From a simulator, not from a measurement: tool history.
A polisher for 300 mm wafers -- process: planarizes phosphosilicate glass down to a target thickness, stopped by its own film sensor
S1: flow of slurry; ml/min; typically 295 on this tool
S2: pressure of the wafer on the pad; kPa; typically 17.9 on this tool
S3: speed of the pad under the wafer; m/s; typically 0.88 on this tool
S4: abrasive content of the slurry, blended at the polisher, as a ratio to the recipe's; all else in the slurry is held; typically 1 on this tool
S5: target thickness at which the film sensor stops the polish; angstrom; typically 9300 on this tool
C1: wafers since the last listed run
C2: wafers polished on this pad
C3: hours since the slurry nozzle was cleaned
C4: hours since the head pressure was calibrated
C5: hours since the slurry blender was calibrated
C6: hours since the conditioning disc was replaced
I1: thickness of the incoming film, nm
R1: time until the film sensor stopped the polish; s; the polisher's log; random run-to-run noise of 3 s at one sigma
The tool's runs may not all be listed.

run	hour	S1	S2	S3	S4	S5	C1	C2	C3	C4	C5	C6	I1	R1
1	0	365	17.9	0.88	1	9300	0	503	140	295.1	27.5	51.1	1690.2	156.1
2	62.8	295	17.9	0.88	1	9300	499	1003	202.8	357.9	90.3	113.9	1698.1	156.3
# hour 105.9: slurry nozzle cleaned
3	113.6	295	17.9	0.88	1	9300	396	1400	7.7	408.7	141.1	164.7	1721.3	160.8
# hour 121.3: worn pad replaced by a new one
# hour 157.4: slurry blender recalibrated
4	157.7	295	17.9	0.88	1	9300	303	273	51.8	452.8	0.3	208.8	1717	161.3
5	226.5	295	17.9	0.88	1	9300	547	821	120.6	521.6	69.1	277.6	1694.1	150.3
# hour 258.3: head pressure recalibrated
# hour 267: conditioning disc replaced and pad reconditioned
6	285.5	295	17.9	0.88	1	9300	437	1259	179.6	27.2	128.1	18.5	1694.1	142.5
# hour 299.7: worn pad replaced by a new one
7	311.2	295	17.9	0.88	1	9300	172	91	205.3	52.9	153.8	44.2	1721.9	144.6
# hour 321.2: slurry blender recalibrated
8	350.9	295	17.9	0.88	1	9300	300	391	245	92.6	29.7	83.9	1688.2	143.4
# hour 376: head pressure recalibrated, repeated, since the last time left the tool worse
# hour 385.5: slurry nozzle cleaned
9	395.9	295	17.9	0.88	1	9300	334	726	10.4	19.9	74.7	128.9	1728.6	169.1
10	430.1	365	17.9	0.88	1	9300	272	998	44.6	54.1	108.9	163.1	1697.8	158.4
11	461.7	295	17.9	0.68	1	10720	251	1249	76.2	85.7	140.5	194.7	1689.7	161.4
# hour 475.7: slurry blender recalibrated
# hour 477.8: worn pad replaced by a new one
12	532	295	17.9	0.88	1	9300	527	431	146.5	156	56.3	265	1704.7	166.2
# hour 563.6: conditioning disc replaced and pad reconditioned
13	582.6	295	17.9	0.78	1	7310	386	818	197.1	206.6	106.9	19	1718.3	230.1
# hour 639.5: worn pad replaced by a new one
# hour 643.6: slurry blender recalibrated
14	646.6	295	17.9	0.88	1	9300	461	40	261.1	270.6	3	83	1697.2	156.4
# hour 667.2: slurry nozzle cleaned
15	683.7	360	17.9	1.14	0.7	9300	287	328	16.5	307.7	40.1	120.1	1707.4	179.3
16	714.7	220	21.4	0.64	1	10720	246	574	47.5	338.7	71.1	151.1	1706.9	143.1
17	760.7	295	17.9	0.88	1	8450	366	941	93.5	384.7	117.1	197.1	1723.8	183.2
# hour 792.8: slurry blender recalibrated
18	793.9	295	17.9	0.88	1	9300	248	1189	126.7	417.9	1.1	230.3	1730.5	166.3
# hour 818.1: worn pad replaced by a new one
19	847.6	295	17.9	0.88	1	11590	395	234	180.4	471.6	54.8	284	1723.9	117.5

Predict each of these 3 candidate next runs independently; none follows another, all start after run 19:
A	848.1	295	17.9	0.88	1	9300	3	238	180.9	472.1	55.3	284.5	1719.3	?
B	848.1	295	17.9	1.16	1	7150	3	238	180.9	472.1	55.3	284.5	1719.3	?
C	848.1	230	17.9	0.88	1	11870	3	238	180.9	472.1	55.3	284.5	1719.3	?

run	R1
A	155.4
B	158.6
C	106.9
With no hidden state in the tool, these same runs would have given:
run	R1
A	166.9
B	170.3
C	114.8

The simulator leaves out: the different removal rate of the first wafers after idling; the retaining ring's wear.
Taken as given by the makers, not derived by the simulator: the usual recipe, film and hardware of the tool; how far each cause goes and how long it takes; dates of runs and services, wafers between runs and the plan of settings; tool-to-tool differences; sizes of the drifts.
